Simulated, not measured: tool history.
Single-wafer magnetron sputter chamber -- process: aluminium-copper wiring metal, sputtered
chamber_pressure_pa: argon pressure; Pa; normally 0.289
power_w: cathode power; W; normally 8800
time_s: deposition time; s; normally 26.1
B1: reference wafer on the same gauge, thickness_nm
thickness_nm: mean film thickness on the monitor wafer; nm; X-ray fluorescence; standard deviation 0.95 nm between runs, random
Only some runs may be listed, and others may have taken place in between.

{"run": 1, "hour": 0.0, "chamber_pressure_pa": 0.289, "power_w": 8800, "time_s": 26.1, "B1": 548.226, "thickness_nm": 476.636}
{"hour": 32.3, "done": "sputter target and shields replaced"}
{"run": 2, "hour": 41.0, "chamber_pressure_pa": 0.289, "power_w": 8800, "time_s": 26.1, "B1": 548.311, "thickness_nm": 477.992}
{"run": 3, "hour": 147.6, "chamber_pressure_pa": 0.289, "power_w": 8800, "time_s": 26.1, "B1": 548.104, "thickness_nm": 479.997}
{"run": 4, "hour": 251.4, "chamber_pressure_pa": 0.289, "power_w": 8800, "time_s": 26.1, "B1": 548.023, "thickness_nm": 478.198}
{"hour": 283.1, "done": "sputter target and shields replaced"}
{"run": 5, "hour": 355.8, "chamber_pressure_pa": 0.289, "power_w": 7150, "time_s": 22.9, "B1": 548.334, "thickness_nm": 341.316}
{"run": 6, "hour": 433.6, "chamber_pressure_pa": 0.289, "power_w": 7150, "time_s": 22.9, "B1": 548.094, "thickness_nm": 342.936}
{"run": 7, "hour": 488.2, "chamber_pressure_pa": 0.289, "power_w": 8800, "time_s": 26.1, "B1": 547.815, "thickness_nm": 480.24}
{"hour": 532.3, "done": "sputter target and shields replaced"}
{"run": 8, "hour": 569.9, "chamber_pressure_pa": 0.341, "power_w": 7550, "time_s": 26.1, "B1": 548.241, "thickness_nm": 397.053}
{"hour": 590.4, "done": "gauge calibrated"}
{"hour": 596.1, "done": "magnet pack replaced"}
{"run": 9, "hour": 609.2, "chamber_pressure_pa": 0.289, "power_w": 8800, "time_s": 26.1, "B1": 548.497, "thickness_nm": 480.903}

Run 10, settings as shown, results not yet in. Your forecast:
{"run": 10, "hour": 682.9, "chamber_pressure_pa": 0.289, "power_w": 8800, "time_s": 26.1, "B1": "?", "thickness_nm": "?"}

Run 10 produced B1 547.533, thickness_nm 481.575 nm.
Take away the tool's hidden state, keep the run-to-run variation as it was, and the same run would have given thickness_nm 472.024 nm.

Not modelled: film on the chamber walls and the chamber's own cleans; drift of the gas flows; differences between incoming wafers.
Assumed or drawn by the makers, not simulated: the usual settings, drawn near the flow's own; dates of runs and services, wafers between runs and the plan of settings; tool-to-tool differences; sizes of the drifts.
